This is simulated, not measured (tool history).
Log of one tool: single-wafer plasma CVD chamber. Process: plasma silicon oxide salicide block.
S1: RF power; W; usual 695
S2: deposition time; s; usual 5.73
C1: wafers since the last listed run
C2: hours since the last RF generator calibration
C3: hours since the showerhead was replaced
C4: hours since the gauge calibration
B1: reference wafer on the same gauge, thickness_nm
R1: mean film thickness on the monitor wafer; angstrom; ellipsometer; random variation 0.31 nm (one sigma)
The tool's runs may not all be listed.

run	day	S1	S2	C1	C2	C3	C4	B1	R1
1	0	695	5.73	0	1188.1	2091	1420.6	65.657	670.99
2	2.829	695	5.73	1820	1256	2158.9	1488.5	65.77	667.01
3	7.029	695	5.18	2702	1356.8	2259.7	1589.3	65.647	608.5
4	10.558	695	5.18	2270	1441.5	2344.4	1674	65.701	602.88
# day 12.9: gauge calibrated
5	15.371	790	5.73	3096	1557	2459.9	59.3	65.637	691.99
6	19.192	790	5.73	2458	1648.7	2551.6	151	65.799	689.33
7	20.717	695	5.73	981	1685.3	2588.2	187.6	65.615	669.14
8	23.779	695	5.73	1970	1758.8	2661.7	261.1	65.705	666.03
9	28.221	695	5.73	2857	1865.4	2768.3	367.7	65.737	665.66
10	32.029	695	5.73	2450	1956.8	2859.7	459.1	65.797	669.3
11	35.008	695	5.73	1916	2028.3	2931.2	530.6	65.65	674.64
12	38.429	695	5.73	2201	2110.4	3013.3	612.7	65.852	669.19
13	41.962	695	5.73	2273	2195.2	3098.1	697.5	65.625	663.31
14	45.55	695	5.73	2308	2281.3	3184.2	783.6	65.64	665.39
# day 48.3: RF generator calibrated
15	49.762	695	5.73	2495	35.1	3285.3	884.7	65.642	661.04
16	53.071	695	5.73	2128	114.5	3364.7	964.1	65.764	667.14
17	54.7	695	6.79	1048	153.6	3403.8	1003.2	65.786	789.22
18	56.588	695	5.73	1214	198.9	3449.1	1048.5	65.72	666.3
19	58.829	695	5.04	1442	252.7	3502.9	1102.3	65.74	588.01
20	60.338	560	6.64	970	288.9	3539.1	1138.5	65.832	732.3
# day 61.638: showerhead replaced
21	64.617	790	6.35	2538	391.6	71.5	1241.2	65.668	759.43
22	68.025	565	5.07	2193	473.4	153.3	1323	65.656	556.52
23	75.858	695	4.67	5040	661.4	341.3	1511	65.654	542.33
24	80.254	815	6.66	2828	766.9	446.8	1616.5	65.708	807.67
25	82.2	695	5.73	1252	813.6	493.5	1663.2	65.847	665.24
26	85.388	795	4.76	2050	890.1	570	1739.7	65.733	573.34
# day 86.567: gauge calibrated
27	89.4	695	6.86	2581	986.4	666.3	68	65.781	796.44
28	92.812	790	4.6	2195	1068.3	748.2	149.9	65.675	558.13
29	97.075	695	5.73	2742	1170.6	850.5	252.2	65.735	663.33
30	101	605	4.97	2525	1264.8	944.7	346.4	65.534	557.94
31	105.388	695	5.73	2823	1370.1	1050	451.7	65.714	663.61
32	109.438	760	5.73	2605	1467.3	1147.2	548.9	65.759	683.91
33	111.35	805	6.73	1230	1513.2	1193.1	594.8	65.754	813.99

Forecast each of these 3 alternatives for the next run:
A	111.367	620	5.73	10	1513.6	1193.5	595.2	?	?
B	111.367	745	4.68	10	1513.6	1193.5	595.2	?	?
C	111.367	695	5.4	10	1513.6	1193.5	595.2	?	?

run	B1	R1
A	65.581	644.31
B	65.581	553.49
C	65.581	626.51
Without the tool's hidden state the same runs would have given:
run	R1
A	644.31
B	553.49
C	626.51
